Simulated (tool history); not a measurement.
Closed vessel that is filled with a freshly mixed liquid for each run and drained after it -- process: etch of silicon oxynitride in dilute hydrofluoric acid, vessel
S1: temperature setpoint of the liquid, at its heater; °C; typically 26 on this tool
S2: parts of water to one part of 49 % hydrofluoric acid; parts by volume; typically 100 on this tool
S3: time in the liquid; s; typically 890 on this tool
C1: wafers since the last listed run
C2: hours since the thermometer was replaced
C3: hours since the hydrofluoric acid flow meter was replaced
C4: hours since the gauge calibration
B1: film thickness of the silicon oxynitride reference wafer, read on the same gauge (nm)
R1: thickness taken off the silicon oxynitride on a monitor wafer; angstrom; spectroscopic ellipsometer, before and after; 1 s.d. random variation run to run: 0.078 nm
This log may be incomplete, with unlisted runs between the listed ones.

run   hour    S1   S2    S3    C1      C2     C3     C4      B1     R1
  1      0    26  100   890     0  1855.1  358.2  436.7  109.99  152.2
  2   49.1    26  100   890  3483  1904.2  407.3  485.8  110.01    153
  3  100.5    26  100   890  3646  1955.6  458.7  537.2     110  153.9
  4  120.1    26  100   890  1390  1975.2  478.3  556.8  110.01  151.6
  5  127.4    26  100   890   517  1982.5  485.6  564.1  109.97  153.3
  6  142.2    26  100   890  1049  1997.3  500.4  578.9  109.99  152.8
  7    150    26   60   890   553  2005.1  508.2  586.7  110.01  266.8
  8  164.5    26   60   890  1028  2019.6  522.7  601.2  110.02  267.7
  9  170.6    26   60   890   432  2025.7  528.8  607.3  110.02  268.1
     195.9  -- gauge calibrated
 10  213.1    26  115   890  3014  2068.2  571.3   17.2  109.99  132.6
 11  223.5    26  115   890   737  2078.6  581.7   27.6  110.01  132.7
 12  234.9    26  115   890   808    2090  593.1     39  110.03  132.6
 13  252.4    26  100   890  1241  2107.5  610.6   56.5     110  155.6
 14  269.9    26  100   890  1241    2125  628.1     74  109.98  154.3
 15  280.7    26  140   890   766  2135.8  638.9   84.8  110.03  107.3
     291.4  -- thermometer replaced
 16  295.8    26  140  1135  1000     4.4    654   99.9  109.99  122.8
 17  312.5    26  100   745  1184    21.1  670.7  116.6  110.01  117.7
     327.1  -- hydrofluoric acid flow meter replaced
 18  330.3    23   50   890  1191    38.9    3.2  134.4  109.98  252.6
 19  338.9    24  100  1415   610    47.5   11.8    143  109.99  201.1
 20  350.6    26  100   890   830    59.2   23.5  154.7  109.99  140.1
 21  359.6  30.5   85   615   638    68.2   32.5  163.7  109.99  142.5
 22  403.7    26   65  1295  3128   112.3   76.6  207.8     110  323.4
 23  420.3  27.5   60   890  1177   128.9   93.2  224.4  109.99  261.1
 24  430.5  23.5  100   890   723   139.1  103.4  234.6  109.99  124.3
 25  445.5    26  100   890  1064   154.1  118.4  249.6  110.01  140.1
 26  459.8  29.5  130   490  1014   168.4  132.7  263.9  109.99   68.2
 27  470.5    26  115   890   759   179.1  143.4  274.6  110.01  121.1
 28  479.3    29  140  1240   624   187.9  152.2  283.4  110.02  155.2
 29    486    22  100   890   475   194.6  158.9  290.1     110  117.3
 30  500.8    21   65   540  1049   209.4  173.7  304.9  109.99  106.3
 31  515.7    22  145   890  1057   224.3  188.6  319.8  110.03   78.4
 32  529.6    30  100   890   986   238.2  202.5  333.7     110  168.8
 33  541.9    26  100   890   872   250.5  214.8    346     110  141.1
 34  556.8    26  100   410  1057   265.4  229.7  360.9  110.02   64.9

3 ways to go on from here, each from the tool as it stands after run 34. What would each give?
  A  557.7    26  100   890  63  266.3  230.6  361.8   ?   ?
  B  557.7  28.5  120   655  63  266.3  230.6  361.8   ?   ?
  C  557.7  28.5  115  1250  63  266.3  230.6  361.8   ?   ?

run   B1     R1
  A  110  141.5
  B  110   95.3
  C  110  190.8
Without the tool's unlogged condition, the same runs would have read:
run     R1
  A  135.9
  B   91.7
  C  183.5

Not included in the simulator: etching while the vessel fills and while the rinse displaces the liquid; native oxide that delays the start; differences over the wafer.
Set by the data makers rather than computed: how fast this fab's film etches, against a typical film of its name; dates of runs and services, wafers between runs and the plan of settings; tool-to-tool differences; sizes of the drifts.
